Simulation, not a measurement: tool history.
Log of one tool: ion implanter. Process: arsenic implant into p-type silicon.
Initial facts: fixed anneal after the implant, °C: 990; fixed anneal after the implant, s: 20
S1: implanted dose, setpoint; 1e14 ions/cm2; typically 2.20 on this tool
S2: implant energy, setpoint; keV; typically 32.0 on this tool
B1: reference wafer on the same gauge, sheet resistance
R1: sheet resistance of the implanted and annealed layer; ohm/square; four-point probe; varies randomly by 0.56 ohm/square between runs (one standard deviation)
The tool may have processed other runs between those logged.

run 1 hour=0.0 | S1=2.20 S2=32.0 | B1=381.94 | R1=362.02
run 2 hour=23.5 | S1=2.20 S2=32.0 | B1=381.97 | R1=360.81
run 3 hour=42.7 | S1=2.20 S2=32.0 | B1=382.00 | R1=360.67
run 4 hour=60.4 | S1=2.20 S2=37.0 | B1=381.94 | R1=352.24
run 5 hour=88.7 | S1=2.20 S2=37.0 | B1=381.85 | R1=352.13
run 6 hour=104.0 | S1=2.20 S2=37.0 | B1=381.95 | R1=352.66
run 7 hour=125.8 | S1=1.96 S2=32.0 | B1=382.02 | R1=391.14
run 8 hour=200.7 | S1=1.96 S2=32.0 | B1=382.01 | R1=389.88
run 9 hour=227.3 | S1=2.20 S2=32.0 | B1=382.06 | R1=358.73
-- hour=263.9 Faraday cup replaced and dose calibrated
run 10 hour=264.4 | S1=2.20 S2=32.0 | B1=381.93 | R1=371.95
run 11 hour=281.3 | S1=2.20 S2=32.0 | B1=382.00 | R1=372.18
run 12 hour=311.9 | S1=2.20 S2=35.0 | B1=382.10 | R1=367.44
-- hour=339.3 gauge calibrated
run 13 hour=341.8 | S1=2.20 S2=35.0 | B1=381.99 | R1=367.80
run 14 hour=365.0 | S1=2.20 S2=35.0 | B1=382.08 | R1=367.18
run 15 hour=382.9 | S1=1.78 S2=26.0 | B1=381.93 | R1=449.05
run 16 hour=395.5 | S1=2.20 S2=35.0 | B1=382.00 | R1=367.13
run 17 hour=411.6 | S1=2.20 S2=32.0 | B1=382.07 | R1=372.42
run 18 hour=436.3 | S1=2.79 S2=22.5 | B1=381.88 | R1=329.04
-- hour=467.3 extraction supply calibrated
run 19 hour=467.8 | S1=2.20 S2=40.5 | B1=382.01 | R1=358.87
run 20 hour=485.1 | S1=1.64 S2=37.5 | B1=381.82 | R1=448.03
run 21 hour=508.4 | S1=1.78 S2=26.0 | B1=381.89 | R1=449.60
run 22 hour=525.1 | S1=1.94 S2=26.5 | B1=382.06 | R1=420.25
run 23 hour=547.9 | S1=2.45 S2=41.0 | B1=381.89 | R1=331.52
run 24 hour=560.0 | S1=2.64 S2=29.0 | B1=382.00 | R1=330.94
run 25 hour=667.7 | S1=2.43 S2=39.0 | B1=381.96 | R1=335.44
run 26 hour=684.1 | S1=1.85 S2=28.5 | B1=382.06 | R1=429.57
run 27 hour=713.6 | S1=2.20 S2=32.0 | B1=381.96 | R1=372.52
run 28 hour=739.9 | S1=2.20 S2=32.0 | B1=381.93 | R1=371.18

Branching from run 28: 3 alternative next runs. What would each branch give?
run A hour=740.3 | S1=2.20 S2=27.5 | B1=? | R1=?
run B hour=740.3 | S1=2.49 S2=23.0 | B1=? | R1=?
run C hour=740.3 | S1=2.00 S2=26.5 | B1=? | R1=?

run=A B1=381.99 R1=380.71
run=B B1=381.99 R1=356.47
run=C B1=381.99 R1=410.56
What these runs would have given with no unlogged condition in the tool:
run=A R1=382.26
run=B R1=357.94
run=C R1=412.23
